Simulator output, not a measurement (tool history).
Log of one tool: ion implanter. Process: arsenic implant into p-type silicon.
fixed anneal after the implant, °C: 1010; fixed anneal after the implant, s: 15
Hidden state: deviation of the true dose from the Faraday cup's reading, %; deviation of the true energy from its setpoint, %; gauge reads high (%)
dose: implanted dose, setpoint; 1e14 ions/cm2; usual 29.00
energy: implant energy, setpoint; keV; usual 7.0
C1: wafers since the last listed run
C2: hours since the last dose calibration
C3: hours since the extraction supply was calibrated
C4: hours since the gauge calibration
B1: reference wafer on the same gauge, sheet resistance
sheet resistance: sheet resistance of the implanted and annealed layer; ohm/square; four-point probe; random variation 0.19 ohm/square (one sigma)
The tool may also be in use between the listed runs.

run 1 hour=0.0 | dose=29.00 energy=7.0 | C1=0 C2=187.6 C3=4019.0 C4=148.7 | B1=108.99 | sheet_resistance=127.56
run 2 hour=69.2 | dose=29.00 energy=7.0 | C1=1358 C2=256.8 C3=4088.2 C4=217.9 | B1=109.00 | sheet_resistance=127.24
run 3 hour=96.7 | dose=29.00 energy=7.0 | C1=539 C2=284.3 C3=4115.7 C4=245.4 | B1=109.01 | sheet_resistance=127.58
run 4 hour=155.9 | dose=29.00 energy=7.0 | C1=1162 C2=343.5 C3=4174.9 C4=304.6 | B1=108.93 | sheet_resistance=127.23
run 5 hour=190.9 | dose=25.85 energy=7.0 | C1=687 C2=378.5 C3=4209.9 C4=339.6 | B1=109.02 | sheet_resistance=129.03
run 6 hour=236.7 | dose=25.85 energy=7.0 | C1=899 C2=424.3 C3=4255.7 C4=385.4 | B1=108.99 | sheet_resistance=129.21
run 7 hour=286.5 | dose=25.85 energy=7.0 | C1=977 C2=474.1 C3=4305.5 C4=435.2 | B1=109.00 | sheet_resistance=129.13
-- hour=388.4 gauge calibrated
run 8 hour=445.4 | dose=22.32 energy=7.0 | C1=3119 C2=633.0 C3=4464.4 C4=57.0 | B1=109.05 | sheet_resistance=131.94
-- hour=475.4 extraction supply calibrated
run 9 hour=483.2 | dose=36.84 energy=5.5 | C1=584 C2=670.8 C3=7.8 C4=94.8 | B1=108.96 | sheet_resistance=127.05
run 10 hour=575.6 | dose=32.63 energy=5.0 | C1=1813 C2=763.2 C3=100.2 C4=187.2 | B1=109.04 | sheet_resistance=130.86
-- hour=622.0 Faraday cup replaced and dose calibrated
run 11 hour=636.3 | dose=29.00 energy=6.0 | C1=1034 C2=14.3 C3=160.9 C4=247.9 | B1=109.04 | sheet_resistance=130.39
run 12 hour=674.2 | dose=29.00 energy=7.0 | C1=743 C2=52.2 C3=198.8 C4=285.8 | B1=108.89 | sheet_resistance=127.54
run 13 hour=739.3 | dose=33.80 energy=7.0 | C1=1277 C2=117.3 C3=263.9 C4=350.9 | B1=108.97 | sheet_resistance=124.81
run 14 hour=771.9 | dose=23.28 energy=5.5 | C1=639 C2=149.9 C3=296.5 C4=383.5 | B1=108.98 | sheet_resistance=135.65
run 15 hour=800.2 | dose=29.00 energy=7.0 | C1=555 C2=178.2 C3=324.8 C4=411.8 | B1=109.01 | sheet_resistance=127.05
run 16 hour=854.1 | dose=25.08 energy=7.5 | C1=1058 C2=232.1 C3=378.7 C4=465.7 | B1=108.96 | sheet_resistance=128.88
run 17 hour=914.4 | dose=29.00 energy=4.5 | C1=1183 C2=292.4 C3=439.0 C4=526.0 | B1=109.03 | sheet_resistance=135.30

3 ways to go on from here, each from the tool as it stands after run 17. What would each give?
run A hour=914.8 | dose=29.00 energy=7.0 | C1=7 C2=292.8 C3=439.4 C4=526.4 | B1=? | sheet_resistance=?
run B hour=914.8 | dose=26.22 energy=5.0 | C1=7 C2=292.8 C3=439.4 C4=526.4 | B1=? | sheet_resistance=?
run C hour=914.8 | dose=29.00 energy=9.5 | C1=7 C2=292.8 C3=439.4 C4=526.4 | B1=? | sheet_resistance=?

run=A B1=109.02 sheet_resistance=127.30
run=B B1=109.02 sheet_resistance=135.05
run=C B1=109.02 sheet_resistance=121.95
Without the tool's hidden state the same runs would have given:
run=A sheet_resistance=128.08
run=B sheet_resistance=135.96
run=C sheet_resistance=122.67
